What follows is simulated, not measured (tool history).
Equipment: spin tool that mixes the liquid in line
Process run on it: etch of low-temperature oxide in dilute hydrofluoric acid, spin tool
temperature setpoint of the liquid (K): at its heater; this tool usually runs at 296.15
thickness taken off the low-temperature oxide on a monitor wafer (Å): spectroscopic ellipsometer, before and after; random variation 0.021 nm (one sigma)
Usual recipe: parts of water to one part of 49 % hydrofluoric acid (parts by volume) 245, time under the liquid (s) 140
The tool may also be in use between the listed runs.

run,day,temperature setpoint of the liquid (K),parts of water to one part of 49 % hydrofluoric acid (parts by volume),time under the liquid (s),"read-back film thickness of the low-temperature oxide reference wafer, read on the same gauge (nm)",thickness taken off the low-temperature oxide on a monitor wafer (Å)
1,0,296.15,245,140,139.96,102.3
2,0.533,296.15,245,140,140.01,102.4
3,1.204,296.15,245,140,139.99,102
4,1.796,296.15,180,140,140,148.4
5,2.375,296.15,180,140,139.97,148.1
6,2.958,296.15,180,140,140.03,147.6
7,3.271,296.15,245,185,140.01,135.4
8,3.825,296.15,245,185,140.03,135.7
9,4.158,296.15,245,185,140,135.8
10,4.871,296.15,245,140,140,102.4
# day 5.558: hydrofluoric acid flow meter replaced
11,5.579,296.15,245,140,140.02,91.7
12,5.971,294.15,245,180,140.02,109.1
13,6.679,296.15,245,140,139.98,91.5
# day 6.742: gauge calibrated
14,7.204,296.15,245,140,140,91.6
15,7.775,300.15,245,205,140.02,155.5

Estimate the outcome of run 16 from the log above:
16,8.092,298.65,135,115,?,?

Run 16 produced read-back film thickness of the low-temperature oxide reference wafer, read on the same gauge (nm) 140.03, thickness taken off the low-temperature oxide on a monitor wafer (Å) 168.6.
With the hidden condition absent and the run-to-run variation left alone, this run would have shown thickness taken off the low-temperature oxide on a monitor wafer (Å) 182.8.
